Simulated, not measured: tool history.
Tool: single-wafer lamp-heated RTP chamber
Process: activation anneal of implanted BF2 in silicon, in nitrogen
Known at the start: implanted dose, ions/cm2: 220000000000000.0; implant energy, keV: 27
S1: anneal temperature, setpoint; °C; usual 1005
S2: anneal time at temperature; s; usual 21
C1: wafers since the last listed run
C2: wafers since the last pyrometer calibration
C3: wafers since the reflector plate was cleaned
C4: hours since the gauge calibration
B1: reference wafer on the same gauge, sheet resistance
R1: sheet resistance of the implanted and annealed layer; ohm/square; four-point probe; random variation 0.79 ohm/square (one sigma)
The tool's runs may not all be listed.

run 1 hour=0.0 | S1=1005 S2=21 | C1=0 C2=3059 C3=6630 C4=201.8 | B1=611.29 | R1=528.48
run 2 hour=18.5 | S1=1005 S2=21 | C1=270 C2=3329 C3=6901 C4=220.3 | B1=610.99 | R1=528.59
run 3 hour=42.1 | S1=988 S2=26 | C1=344 C2=3674 C3=7245 C4=243.9 | B1=610.80 | R1=530.95
run 4 hour=54.1 | S1=988 S2=26 | C1=175 C2=3850 C3=7421 C4=255.9 | B1=611.05 | R1=531.56
run 5 hour=75.9 | S1=1005 S2=21 | C1=318 C2=4168 C3=7739 C4=277.7 | B1=610.92 | R1=527.85
-- hour=101.9 pyrometer window cleaned and pyrometer calibrated
run 6 hour=102.4 | S1=1005 S2=21 | C1=270 C2=7 C3=8010 C4=304.2 | B1=610.95 | R1=529.15
run 7 hour=120.9 | S1=989 S2=13 | C1=270 C2=277 C3=8280 C4=322.7 | B1=610.72 | R1=534.15
run 8 hour=147.1 | S1=1005 S2=21 | C1=382 C2=660 C3=8663 C4=348.9 | B1=610.97 | R1=527.87
-- hour=174.7 reflector plate cleaned
run 9 hour=179.5 | S1=1005 S2=21 | C1=356 C2=1017 C3=70 C4=381.3 | B1=610.97 | R1=528.67
run 10 hour=207.2 | S1=1005 S2=28 | C1=404 C2=1421 C3=474 C4=409.0 | B1=611.11 | R1=525.90
run 11 hour=222.5 | S1=1005 S2=28 | C1=223 C2=1645 C3=698 C4=424.3 | B1=611.06 | R1=525.92
run 12 hour=247.5 | S1=1005 S2=28 | C1=365 C2=2010 C3=1063 C4=449.3 | B1=610.98 | R1=526.46
run 13 hour=280.1 | S1=1020 S2=28 | C1=476 C2=2487 C3=1540 C4=481.9 | B1=610.85 | R1=524.89
run 14 hour=308.5 | S1=980 S2=15 | C1=414 C2=2902 C3=1955 C4=510.3 | B1=611.19 | R1=536.44
-- hour=317.7 gauge calibrated
run 15 hour=330.3 | S1=1005 S2=21 | C1=318 C2=3220 C3=2273 C4=12.6 | B1=611.12 | R1=527.67
run 16 hour=354.8 | S1=1031 S2=10 | C1=358 C2=3578 C3=2631 C4=37.1 | B1=611.12 | R1=529.18
run 17 hour=377.9 | S1=1014 S2=11 | C1=337 C2=3916 C3=2969 C4=60.2 | B1=611.11 | R1=531.24
run 18 hour=410.7 | S1=990 S2=14 | C1=479 C2=4395 C3=3448 C4=93.0 | B1=611.03 | R1=533.49
-- hour=428.7 pyrometer window cleaned and pyrometer calibrated
run 19 hour=429.5 | S1=982 S2=15 | C1=157 C2=12 C3=3606 C4=111.8 | B1=611.22 | R1=538.04
run 20 hour=463.8 | S1=977 S2=33 | C1=501 C2=513 C3=4107 C4=146.1 | B1=611.31 | R1=533.50
run 21 hour=484.6 | S1=1005 S2=21 | C1=303 C2=817 C3=4411 C4=166.9 | B1=611.18 | R1=527.37
run 22 hour=517.7 | S1=995 S2=16 | C1=483 C2=1301 C3=4895 C4=200.0 | B1=610.67 | R1=531.69
run 23 hour=546.2 | S1=1022 S2=10 | C1=416 C2=1717 C3=5311 C4=228.5 | B1=610.86 | R1=529.54
run 24 hour=573.7 | S1=1005 S2=21 | C1=401 C2=2119 C3=5713 C4=256.0 | B1=611.02 | R1=529.38

What the log doesn't show, run by run:
true wafer temperature minus pyrometer reading, K: 0 in every run
wafer temperature error from the tarnished reflector plate, K: 0 in every run
gauge reads high (%): 0 in every run
